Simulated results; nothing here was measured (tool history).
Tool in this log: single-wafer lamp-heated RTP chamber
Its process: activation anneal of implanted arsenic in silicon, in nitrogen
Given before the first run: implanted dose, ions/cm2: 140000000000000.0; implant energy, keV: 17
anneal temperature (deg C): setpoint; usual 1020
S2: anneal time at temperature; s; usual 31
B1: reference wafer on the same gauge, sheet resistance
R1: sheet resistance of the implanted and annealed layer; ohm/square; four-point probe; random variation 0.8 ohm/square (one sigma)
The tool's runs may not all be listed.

Run 1, hour 0: usual settings but S2 19 s; B1 571.23. Result: R1 546.7 ohm/square.
At hour 83.9: pyrometer window cleaned and pyrometer calibrated.
Run 2, hour 84.4: usual settings but S2 19 s; B1 571.33. Result: R1 547.43 ohm/square.
Run 3, hour 169.6: usual settings but S2 19 s; B1 571.49. Result: R1 546.25 ohm/square.
At hour 172.6: gauge calibrated.
Run 4, hour 231.9: usual settings but anneal temperature (deg C) 1031; B1 564.88. Result: R1 534.87 ohm/square.
At hour 298.5: reflector plate cleaned.
Run 5, hour 335.9: usual settings but anneal temperature (deg C) 1031; B1 567.18. Result: R1 537.46 ohm/square.
Run 6, hour 392.2: usual settings but anneal temperature (deg C) 1001; B1 567.98. Result: R1 541.41 ohm/square.
At hour 413.6: pyrometer window cleaned and pyrometer calibrated.
Run 7, hour 486.1: usual settings but anneal temperature (deg C) 1001; B1 568.96. Result: R1 545.4 ohm/square.
Run 8, hour 549.8: usual settings but anneal temperature (deg C) 1001; B1 569.66. Result: R1 544.3 ohm/square.
Run 9, hour 635.7: usual settings; B1 570.57. Result: R1 542.72 ohm/square.
Run 10, hour 704.5: usual settings; B1 570.67. Result: R1 542.35 ohm/square.
At hour 751.1: pyrometer window cleaned and pyrometer calibrated.
Run 11, hour 775.3: usual settings; B1 571.22. Result: R1 542.61 ohm/square.
Run 12, hour 838: usual settings; B1 571.6. Result: R1 544.41 ohm/square.
Run 13, hour 893.9: usual settings but anneal temperature (deg C) 1003, S2 16 s; B1 571.5. Result: R1 548.3 ohm/square.
Run 14, hour 947.3: usual settings but anneal temperature (deg C) 1004, S2 21 s; B1 571.67. Result: R1 548.49 ohm/square.
At hour 992.8: reflector plate cleaned.
Run 15, hour 1028.6: usual settings but S2 46 s; B1 571.85. Result: R1 539.16 ohm/square.
Run 16, hour 1132.3: usual settings but anneal temperature (deg C) 995, S2 49 s; B1 572.28. Result: R1 545.16 ohm/square.
At hour 1175.3: pyrometer window cleaned and pyrometer calibrated.
Run 17, hour 1178.8: usual settings but anneal temperature (deg C) 1038, S2 25 s; B1 572.09. Result: R1 542.11 ohm/square.
Run 18, hour 1252.8: usual settings; B1 572.38. Result: R1 545.03 ohm/square.
At hour 1255.6: gauge calibrated.
Run 19, hour 1333.4: usual settings but anneal temperature (deg C) 1028; B1 565.77. Result: R1 535.06 ohm/square.
Run 20, hour 1428.6: usual settings but anneal temperature (deg C) 1031; B1 567.61. Result: R1 537.16 ohm/square.
Run 21, hour 1475.9: usual settings but anneal temperature (deg C) 1045, S2 47 s; B1 568.41. Result: R1 527.65 ohm/square.
Run 22, hour 1574.5: usual settings but anneal temperature (deg C) 1037, S2 36 s; B1 569.5. Result: R1 535.5 ohm/square.
At hour 1591: pyrometer window cleaned and pyrometer calibrated.
Run 23, hour 1651.7: usual settings but anneal temperature (deg C) 1039, S2 19 s; B1 570.59. Result: R1 543.04 ohm/square.
Run 24, hour 1705.6: usual settings but anneal temperature (deg C) 1011, S2 21 s; B1 570.75. Result: R1 545.81 ohm/square.

Hidden state or all else? Some run-to-run changes of R1, split into what the settings, what came in and random variation would give without the hidden state, and what is left for the hidden state (with any gauge scatter that isn't in both results):
What the log doesn't record here: true wafer temperature minus pyrometer reading, K; wafer temperature error from the tarnished reflector plate, K; gauge reads high (%).
Run 3 -> 4: anneal temperature (deg C) 1020 -> 1031, S2 19 -> 31, gauge calibrated. R1 -11.38 ohm/square: hidden state -6.26, all else -5.12.
Run 18 -> 19: anneal temperature (deg C) 1020 -> 1028, gauge calibrated. R1 -9.97 ohm/square: hidden state -6.15, all else -3.82.
